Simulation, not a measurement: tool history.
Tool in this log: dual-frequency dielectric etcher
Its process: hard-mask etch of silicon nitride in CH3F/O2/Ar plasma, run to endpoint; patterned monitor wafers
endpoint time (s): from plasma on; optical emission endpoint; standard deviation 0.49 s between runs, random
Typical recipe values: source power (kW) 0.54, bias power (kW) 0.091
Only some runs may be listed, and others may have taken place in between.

run	hour	source power (kW)	bias power (kW)	incoming incoming film thickness, nm	endpoint time (s)
1	0	0.5	0.105	55.1	62.6
2	117	0.5	0.105	55.2	63.9
3	176.4	0.5	0.105	55.3	64.3
4	246.9	0.54	0.091	54.8	65
5	277.8	0.54	0.091	55.4	64.9
6	305.7	0.54	0.091	55.9	65.6
7	371.8	0.54	0.091	54.9	64.3
# hour 525.9: wet clean of the chamber
8	552.2	0.54	0.083	55.2	64.7
# hour 608.2: upper electrode replaced
9	610.1	0.54	0.083	55.4	65.1
# hour 627.5: source power generator calibrated
# hour 629: bias power generator calibrated
10	679.6	0.54	0.091	55	62.6
11	718.7	0.54	0.091	55.2	62.5
12	787.5	0.44	0.1	54.9	69.8
13	824.8	0.54	0.099	55.6	61.9
14	874.1	0.54	0.099	55.6	62.5
15	941.4	0.54	0.099	55.3	62.5
16	1012.5	0.54	0.091	55.4	64.8
# hour 1061.3: wet clean of the chamber
17	1061.8	0.64	0.075	55.2	61.2
18	1074.1	0.59	0.102	55.4	56.9
19	1104.6	0.54	0.1	55.2	60.3
20	1165.2	0.49	0.112	55.3	62.7
21	1233.4	0.64	0.071	55.2	63.3
22	1303.7	0.66	0.091	54.9	56.7
23	1356.1	0.6	0.083	55.4	62.1
24	1393.7	0.62	0.091	55.4	59.3
25	1445.2	0.64	0.071	56	66.1
26	1501.8	0.49	0.112	55	63.4
27	1537.7	0.44	0.1	55.3	71.4
28	1601.8	0.54	0.073	55.6	72.6
# hour 1646.4: wet clean of the chamber
29	1647.5	0.62	0.114	55.2	53.5
30	1711.6	0.65	0.1	55.5	54.7
31	1775.5	0.64	0.098	54.8	56
32	1816	0.65	0.091	55	58.3
33	1856.1	0.59	0.07	55.5	66.2
34	1911.7	0.54	0.091	55.7	65.4
35	1939.2	0.5	0.085	54.8	68.5
36	1971.7	0.43	0.101	55	71.8

Here are 3 independent what-if runs from the current tool condition. What would each one return?
A	1972.1	0.54	0.091	55.5	?
B	1972.1	0.43	0.106	55.5	?
C	1972.1	0.54	0.106	55.5	?

run	endpoint time (s)
A	64.4
B	70.5
C	60.9
What these runs would have given with no unlogged condition in the tool:
run	endpoint time (s)
A	61.9
B	67.7
C	58.5

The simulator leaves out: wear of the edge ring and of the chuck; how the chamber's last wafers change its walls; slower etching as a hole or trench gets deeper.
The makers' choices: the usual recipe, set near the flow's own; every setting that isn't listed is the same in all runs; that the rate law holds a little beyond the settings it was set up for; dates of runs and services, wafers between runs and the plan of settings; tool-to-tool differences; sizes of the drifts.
